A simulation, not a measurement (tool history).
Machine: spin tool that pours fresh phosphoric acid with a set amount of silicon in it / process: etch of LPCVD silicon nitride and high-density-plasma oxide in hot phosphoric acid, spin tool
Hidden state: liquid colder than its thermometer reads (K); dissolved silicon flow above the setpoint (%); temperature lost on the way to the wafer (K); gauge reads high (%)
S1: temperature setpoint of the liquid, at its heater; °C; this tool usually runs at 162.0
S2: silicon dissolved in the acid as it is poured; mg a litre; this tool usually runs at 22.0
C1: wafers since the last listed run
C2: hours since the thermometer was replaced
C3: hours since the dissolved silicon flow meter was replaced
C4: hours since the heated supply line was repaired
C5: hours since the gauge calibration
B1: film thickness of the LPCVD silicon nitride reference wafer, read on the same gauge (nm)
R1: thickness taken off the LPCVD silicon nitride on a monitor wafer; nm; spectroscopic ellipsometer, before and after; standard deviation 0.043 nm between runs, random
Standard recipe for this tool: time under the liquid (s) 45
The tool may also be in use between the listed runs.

Run 1, hour 0.0: usual settings but S1 163.5 °C, S2 12.5 mg a litre; C1 0; C2 1123.9; C3 588.7; C4 404.0; C5 2646.0; B1 90.005. Result: R1 4.611 nm.
At hour 24.5: heated supply line repaired, repeated, since the last time left the tool worse.
Run 2, hour 54.4: usual settings but S1 161.0 °C, S2 37.5 mg a litre, time under the liquid (s) 55; C1 707; C2 1178.3; C3 643.1; C4 29.9; C5 2700.4; B1 89.978. Result: R1 5.726 nm.
Run 3, hour 118.1: usual settings but S2 11.5 mg a litre, time under the liquid (s) 65; C1 843; C2 1242.0; C3 706.8; C4 93.6; C5 2764.1; B1 89.970. Result: R1 7.044 nm.
Run 4, hour 150.6: usual settings but S1 161.0 °C, S2 15.0 mg a litre; C1 430; C2 1274.5; C3 739.3; C4 126.1; C5 2796.6; B1 90.024. Result: R1 4.654 nm.
Run 5, hour 182.9: usual settings but S1 161.0 °C; C1 427; C2 1306.8; C3 771.6; C4 158.4; C5 2828.9; B1 89.989. Result: R1 4.663 nm.
Run 6, hour 230.4: usual settings but S1 161.0 °C, S2 30.0 mg a litre, time under the liquid (s) 20; C1 629; C2 1354.3; C3 819.1; C4 205.9; C5 2876.4; B1 90.013. Result: R1 2.062 nm.
Run 7, hour 260.3: usual settings but S2 9.5 mg a litre, time under the liquid (s) 30; C1 395; C2 1384.2; C3 849.0; C4 235.8; C5 2906.3; B1 89.982. Result: R1 3.207 nm.
Run 8, hour 410.4: usual settings; C1 1987; C2 1534.3; C3 999.1; C4 385.9; C5 3056.4; B1 90.000. Result: R1 4.728 nm.
At hour 434.2: thermometer replaced.
Run 9, hour 444.7: usual settings; C1 440; C2 10.5; C3 1033.4; C4 420.2; C5 3090.7; B1 90.016. Result: R1 4.755 nm.
At hour 455.6: gauge calibrated.
Run 10, hour 515.7: usual settings but S1 163.5 °C; C1 940; C2 81.5; C3 1104.4; C4 491.2; C5 60.1; B1 89.992. Result: R1 4.931 nm.
Run 11, hour 564.1: usual settings but time under the liquid (s) 60; C1 640; C2 129.9; C3 1152.8; C4 539.6; C5 108.5; B1 89.997. Result: R1 6.278 nm.
Run 12, hour 590.1: usual settings but S1 163.0 °C, S2 9.5 mg a litre; C1 344; C2 155.9; C3 1178.8; C4 565.6; C5 134.5; B1 89.995. Result: R1 4.871 nm.
Run 13, hour 626.4: usual settings but S1 164.0 °C; C1 480; C2 192.2; C3 1215.1; C4 601.9; C5 170.8; B1 89.985. Result: R1 5.043 nm.
Run 14, hour 697.5: usual settings but S1 164.5 °C; C1 941; C2 263.3; C3 1286.2; C4 673.0; C5 241.9; B1 89.979. Result: R1 5.118 nm.
Run 15, hour 758.9: usual settings but S1 160.5 °C, S2 9.5 mg a litre, time under the liquid (s) 60; C1 813; C2 324.7; C3 1347.6; C4 734.4; C5 303.3; B1 90.005. Result: R1 5.887 nm.
Run 16, hour 786.1: usual settings but S1 163.0 °C, time under the liquid (s) 55; C1 360; C2 351.9; C3 1374.8; C4 761.6; C5 330.5; B1 89.993. Result: R1 5.910 nm.
Run 17, hour 822.3: usual settings; C1 479; C2 388.1; C3 1411.0; C4 797.8; C5 366.7; B1 89.968. Result: R1 4.695 nm.
Run 18, hour 889.9: usual settings but S1 161.0 °C, S2 39.0 mg a litre, time under the liquid (s) 60; C1 895; C2 455.7; C3 1478.6; C4 865.4; C5 434.3; B1 90.008. Result: R1 6.109 nm.
Run 19, hour 915.9: usual settings but S1 159.0 °C, S2 6.5 mg a litre; C1 344; C2 481.7; C3 1504.6; C4 891.4; C5 460.3; B1 89.964. Result: R1 4.209 nm.
Run 20, hour 945.8: usual settings but S1 159.0 °C; C1 395; C2 511.6; C3 1534.5; C4 921.3; C5 490.2; B1 90.025. Result: R1 4.201 nm.
Run 21, hour 970.3: usual settings but S1 163.5 °C, S2 12.5 mg a litre; C1 324; C2 536.1; C3 1559.0; C4 945.8; C5 514.7; B1 89.994. Result: R1 4.934 nm.
Run 22, hour 1018.5: usual settings but S1 159.0 °C, time under the liquid (s) 20; C1 638; C2 584.3; C3 1607.2; C4 994.0; C5 562.9; B1 89.994. Result: R1 1.857 nm.

Measured result minus the same run's result without the hidden state. Both carry the same run-to-run variation, though not necessarily the same gauge scatter:
run      R1
  1  -0.458
  2  -0.034
  3  -0.059
  4  -0.045
  5  -0.050
  6  -0.026
  7  -0.044
  8  -0.092
  9  -0.100
 10  -0.116
 11  -0.161
 12  -0.130
 13  -0.140
 14  -0.156
 15  -0.197
 16  -0.201
 17  -0.168
 18  -0.236
 19  -0.169
 20  -0.173
 21  -0.203
 22  -0.081
